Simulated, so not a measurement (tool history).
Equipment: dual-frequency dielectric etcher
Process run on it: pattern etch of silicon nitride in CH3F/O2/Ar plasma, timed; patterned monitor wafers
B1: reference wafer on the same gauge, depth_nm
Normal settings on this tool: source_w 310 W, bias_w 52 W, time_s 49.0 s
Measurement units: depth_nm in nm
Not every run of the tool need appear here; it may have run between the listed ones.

run 1 day=0.000 | source_w=310 bias_w=52 time_s=49.0 | B1=23.49 | depth_nm=29.21
-- day=3.975 gauge calibrated
run 2 day=4.346 | source_w=310 bias_w=52 time_s=49.0 | B1=23.50 | depth_nm=29.36
run 3 day=7.067 | source_w=310 bias_w=52 time_s=49.0 | B1=23.49 | depth_nm=29.19
run 4 day=9.975 | source_w=310 bias_w=52 time_s=49.0 | B1=23.51 | depth_nm=29.29
run 5 day=11.483 | source_w=310 bias_w=52 time_s=49.0 | B1=23.50 | depth_nm=29.24
run 6 day=13.638 | source_w=310 bias_w=52 time_s=49.0 | B1=23.50 | depth_nm=29.35
-- day=15.392 wet clean of the chamber
run 7 day=15.412 | source_w=310 bias_w=52 time_s=49.0 | B1=23.50 | depth_nm=29.28
run 8 day=17.133 | source_w=260 bias_w=55 time_s=49.0 | B1=23.50 | depth_nm=28.77
run 9 day=20.371 | source_w=260 bias_w=55 time_s=49.0 | B1=23.51 | depth_nm=28.72
run 10 day=22.517 | source_w=310 bias_w=52 time_s=49.0 | B1=23.50 | depth_nm=29.14
run 11 day=24.662 | source_w=310 bias_w=52 time_s=49.0 | B1=23.49 | depth_nm=29.22
run 12 day=26.179 | source_w=310 bias_w=52 time_s=49.0 | B1=23.50 | depth_nm=29.33
run 13 day=28.767 | source_w=310 bias_w=52 time_s=49.0 | B1=23.50 | depth_nm=29.09
-- day=32.429 wet clean of the chamber
run 14 day=32.450 | source_w=260 bias_w=52 time_s=49.0 | B1=23.50 | depth_nm=27.99
run 15 day=35.692 | source_w=310 bias_w=52 time_s=43.5 | B1=23.50 | depth_nm=25.93
-- day=39.238 upper electrode replaced
run 16 day=39.258 | source_w=360 bias_w=60 time_s=56.0 | B1=23.50 | depth_nm=36.94
run 17 day=43.042 | source_w=310 bias_w=40 time_s=45.5 | B1=23.50 | depth_nm=24.28
-- day=45.425 bias power generator calibrated
run 18 day=46.988 | source_w=270 bias_w=52 time_s=36.5 | B1=23.50 | depth_nm=20.51
run 19 day=49.912 | source_w=310 bias_w=52 time_s=59.0 | B1=23.51 | depth_nm=34.47
-- day=52.150 wet clean of the chamber
run 20 day=53.696 | source_w=310 bias_w=41 time_s=43.0 | B1=23.50 | depth_nm=22.77
-- day=55.383 gauge calibrated
run 21 day=57.562 | source_w=310 bias_w=52 time_s=49.0 | B1=23.51 | depth_nm=28.68
-- day=60.312 source power generator calibrated
run 22 day=61.721 | source_w=310 bias_w=52 time_s=49.0 | B1=23.51 | depth_nm=28.75
run 23 day=64.517 | source_w=310 bias_w=61 time_s=61.5 | B1=23.49 | depth_nm=38.61
run 24 day=68.742 | source_w=310 bias_w=52 time_s=49.0 | B1=23.50 | depth_nm=28.75
-- day=70.767 wet clean of the chamber
run 25 day=72.967 | source_w=310 bias_w=52 time_s=49.0 | B1=23.50 | depth_nm=28.72
run 26 day=74.496 | source_w=340 bias_w=58 time_s=45.0 | B1=23.50 | depth_nm=28.32
run 27 day=76.004 | source_w=310 bias_w=57 time_s=49.0 | B1=23.51 | depth_nm=30.01
run 28 day=79.275 | source_w=310 bias_w=49 time_s=42.5 | B1=23.50 | depth_nm=24.30
run 29 day=80.950 | source_w=310 bias_w=52 time_s=49.0 | B1=23.50 | depth_nm=28.84

Branching from run 29: 4 alternative next runs. What would each branch give?
run A day=80.967 | source_w=310 bias_w=52 time_s=49.0 | B1=? | depth_nm=?
run B day=80.967 | source_w=250 bias_w=52 time_s=49.0 | B1=? | depth_nm=?
run C day=80.967 | source_w=340 bias_w=63 time_s=43.5 | B1=? | depth_nm=?
run D day=80.967 | source_w=350 bias_w=44 time_s=58.0 | B1=? | depth_nm=?

run=A B1=23.49 depth_nm=28.87
run=B B1=23.49 depth_nm=27.43
run=C B1=23.49 depth_nm=28.47
run=D B1=23.49 depth_nm=32.85
What these runs would have given with no unlogged condition in the tool:
run=A depth_nm=28.62
run=B depth_nm=27.19
run=C depth_nm=28.21
run=D depth_nm=32.58
